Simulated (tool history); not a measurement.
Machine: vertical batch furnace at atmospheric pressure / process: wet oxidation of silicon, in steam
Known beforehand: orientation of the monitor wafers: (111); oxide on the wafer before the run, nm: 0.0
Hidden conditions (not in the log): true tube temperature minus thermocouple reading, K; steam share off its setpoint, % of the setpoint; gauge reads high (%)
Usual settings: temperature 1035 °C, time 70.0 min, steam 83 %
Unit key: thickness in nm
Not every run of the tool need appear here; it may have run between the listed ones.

run    hour  temperature   time  steam  wafers since the last listed run  hours since the last temperature calibration  hours since the steam generator was serviced  hours since the gauge calibration  read-back reference wafer on the same gauge, thickness  thickness
  1     0.0         1035   70.0     83                                 0                                        1538.0                                        1677.7                             1270.9                                                  545.11     565.29
  2    44.2         1035   70.0     83                               376                                        1582.2                                        1721.9                             1315.1                                                  546.05     563.31
  3   106.9         1035   70.0     83                               533                                        1644.9                                        1784.6                             1377.8                                                  545.62     565.08
  4   218.6         1035   70.0     83                               950                                        1756.6                                        1896.3                             1489.5                                                  545.82     564.64
  5   244.8         1035   70.0     83                               223                                        1782.8                                        1922.5                             1515.7                                                  545.00     567.39
  6   270.7         1035   70.0     83                               220                                        1808.7                                        1948.4                             1541.6                                                  545.14     565.63
  7   303.6         1035   70.0     83                               280                                        1841.6                                        1981.3                             1574.5                                                  545.98     563.51
  8   338.1         1019   70.0     83                               293                                        1876.1                                        2015.8                             1609.0                                                  545.17     524.11
  9   394.1         1019   70.0     83                               476                                        1932.1                                        2071.8                             1665.0                                                  544.65     524.22
 10   432.4         1019   70.0     83                               326                                        1970.4                                        2110.1                             1703.3                                                  544.89     522.79
 11   466.7         1035   92.5     83                               291                                        2004.7                                        2144.4                             1737.6                                                  545.06     657.65
 12   501.4         1035   47.5     83                               295                                        2039.4                                        2179.1                             1772.3                                                  544.80     452.54
 13   529.4         1035   47.5     83                               238                                        2067.4                                        2207.1                             1800.3                                                  544.71     454.78
      714.9  -- steam generator serviced
 14   719.9         1035   70.0     83                              1417                                        2257.9                                           5.0                             1990.8                                                  545.12     564.05
 15   787.5         1035   70.0     83                               575                                        2325.5                                          72.6                             2058.4                                                  545.06     566.66
 16   823.0         1035   70.0     83                               302                                        2361.0                                         108.1                             2093.9                                                  544.28     566.32
 17   867.9         1035   70.0     83                               382                                        2405.9                                         153.0                             2138.8                                                  544.90     565.56
      954.2  -- thermocouples replaced and temperature profile calibrated
 18   954.7         1035   70.0     83                               534                                           0.5                                         239.8                             2225.6                                                  545.32     550.35
 19   982.9         1035   96.5     92                               240                                          28.7                                         268.0                             2253.8                                                  545.05     704.67
 20  1018.6         1035   81.5     90                               303                                          64.4                                         303.7                             2289.5                                                  545.49     631.27
 21  1049.2         1035   70.0     83                               260                                          95.0                                         334.3                             2320.1                                                  545.69     559.13
 22  1099.2         1043   47.0     72                               425                                         145.0                                         384.3                             2370.1                                                  545.07     422.24
 23  1132.6         1035   70.0     83                               284                                         178.4                                         417.7                             2403.5                                                  544.99     556.39
 24  1202.4         1035   70.0     93                               594                                         248.2                                         487.5                             2473.3                                                  545.25     593.10
 25  1232.6         1024   89.5     88                               257                                         278.4                                         517.7                             2503.5                                                  545.63     632.98
     1234.1  -- gauge calibrated
 26  1290.1         1035  100.5     83                               489                                         335.9                                         575.2                               56.0                                                  545.95     685.91
 27  1325.6         1035   45.5     83                               302                                         371.4                                         610.7                               91.5                                                  544.44     432.73
 28  1365.0         1035   92.5     83                               335                                         410.8                                         650.1                              130.9                                                  545.09     653.60
 29  1399.2         1035   86.5     79                               291                                         445.0                                         684.3                              165.1                                                  545.21     612.00
 30  1463.0         1035   70.0     83                               543                                         508.8                                         748.1                              228.9                                                  545.68     555.97
 31  1636.4         1023  100.5     94                              1475                                         682.2                                         921.5                              402.3                                                  544.47     701.22
 32  1671.8         1025   97.5     83                               301                                         717.6                                         956.9                              437.7                                                  544.01     647.34
 33  1712.1         1035   70.0     83                               343                                         757.9                                         997.2                              478.0                                                  545.63     560.86
 34  1764.6         1035   81.5     90                               446                                         810.4                                        1049.7                              530.5                                                  545.08     640.63
 35  1816.4         1035   70.0     87                               440                                         862.2                                        1101.5                              582.3                                                  544.82     578.07
 36  1866.7         1035   70.0     78                               428                                         912.5                                        1151.8                              632.6                                                  545.27     543.69
 37  1899.9         1035   70.0     86                               282                                         945.7                                        1185.0                              665.8                                                  544.65     573.78
 38  1939.2         1027   60.0     75                               334                                         985.0                                        1224.3                              705.1                                                  545.90     462.67
 39  1995.1         1035   70.0     83                               475                                        1040.9                                        1280.2                              761.0                                                  544.55     564.39

Below are 3 alternative next runs, each starting from the tool's condition after run 39. Predict each:
  A  2000.2         1035  70.0     80                                43                                        1046.0                                        1285.3                              766.1                                                       ?          ?
  B  2000.2         1014  81.0     80                                43                                        1046.0                                        1285.3                              766.1                                                       ?          ?
  C  2000.2         1035  47.0     83                                43                                        1046.0                                        1285.3                              766.1                                                       ?          ?

run  read-back reference wafer on the same gauge, thickness  thickness
  A                                                  544.92     547.39
  B                                                  544.92     540.67
  C                                                  544.92     443.78
Without the tool's unlogged condition, the same runs would have read:
run  thickness
  A     537.62
  B     530.09
  C     435.24
